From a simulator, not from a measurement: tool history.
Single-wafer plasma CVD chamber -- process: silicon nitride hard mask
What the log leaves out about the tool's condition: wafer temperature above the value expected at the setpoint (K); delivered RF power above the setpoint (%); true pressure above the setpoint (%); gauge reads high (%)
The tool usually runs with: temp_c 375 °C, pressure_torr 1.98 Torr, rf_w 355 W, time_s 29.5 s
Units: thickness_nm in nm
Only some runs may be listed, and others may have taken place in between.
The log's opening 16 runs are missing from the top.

run	hour	temp_c	pressure_torr	rf_w	time_s	wafers since the last listed run	hours since the last thermocouple change	hours since the last RF generator calibration	hours since the last manometer calibration	hours since the showerhead was replaced	hours since the gauge calibration	read-back reference wafer on the same gauge, thickness_nm	thickness_nm
17	201.1	386	2.38	355	29.5	162	1030.8	149	7	207.8	403.6	42.9	38.864
# hour 215.5: thermocouple changed; heater temperature recalibrated
18	218.1	375	1.98	355	29.5	225	2.6	166	24	224.8	420.6	42.901	38.126
19	231.3	375	1.98	315	29.5	330	15.8	179.2	37.2	238	433.8	42.863	35.544
# hour 241.5: gauge calibrated
20	249.2	375	1.98	355	29.5	447	33.7	197.1	55.1	255.9	7.7	42.855	38.011
21	255.6	375	1.54	355	29.5	160	40.1	203.5	61.5	262.3	14.1	42.896	36.197
22	263.2	367	2.45	290	34.7	190	47.7	211.1	69.1	269.9	21.7	42.874	41.925
23	272.7	383	2.29	295	26.4	237	57.2	220.6	78.6	279.4	31.2	42.925	31.784
24	279.8	367	1.98	355	27.2	177	64.3	227.7	85.7	286.5	38.3	42.849	35.221
25	290.6	384	1.98	300	29.5	270	75.1	238.5	96.5	297.3	49.1	42.877	34.712
26	307.2	380	1.98	355	29.5	415	91.7	255.1	113.1	313.9	65.7	42.934	38.039
27	323.5	375	1.79	355	27.2	407	108	271.4	129.4	330.2	82	42.885	34.25
28	332	375	1.98	355	29.5	212	116.5	279.9	137.9	338.7	90.5	42.904	37.755
29	340.6	366	1.98	355	33.8	215	125.1	288.5	146.5	347.3	99.1	42.917	43.452
30	358.6	375	1.98	355	35.1	450	143.1	306.5	164.5	365.3	117.1	42.815	45.225

Here are 3 independent what-if runs from the current tool condition. What would each one return?
A	359	375	1.98	355	29.5	10	143.5	306.9	164.9	365.7	117.5	?	?
B	359	370	1.98	355	31.8	10	143.5	306.9	164.9	365.7	117.5	?	?
C	359	375	1.98	285	29.5	10	143.5	306.9	164.9	365.7	117.5	?	?

run	read-back reference wafer on the same gauge, thickness_nm	thickness_nm
A	42.907	38.094
B	42.907	41.152
C	42.907	34.075
Without the tool's unlogged condition, the same runs would have read:
run	thickness_nm
A	38.339
B	41.416
C	34.311
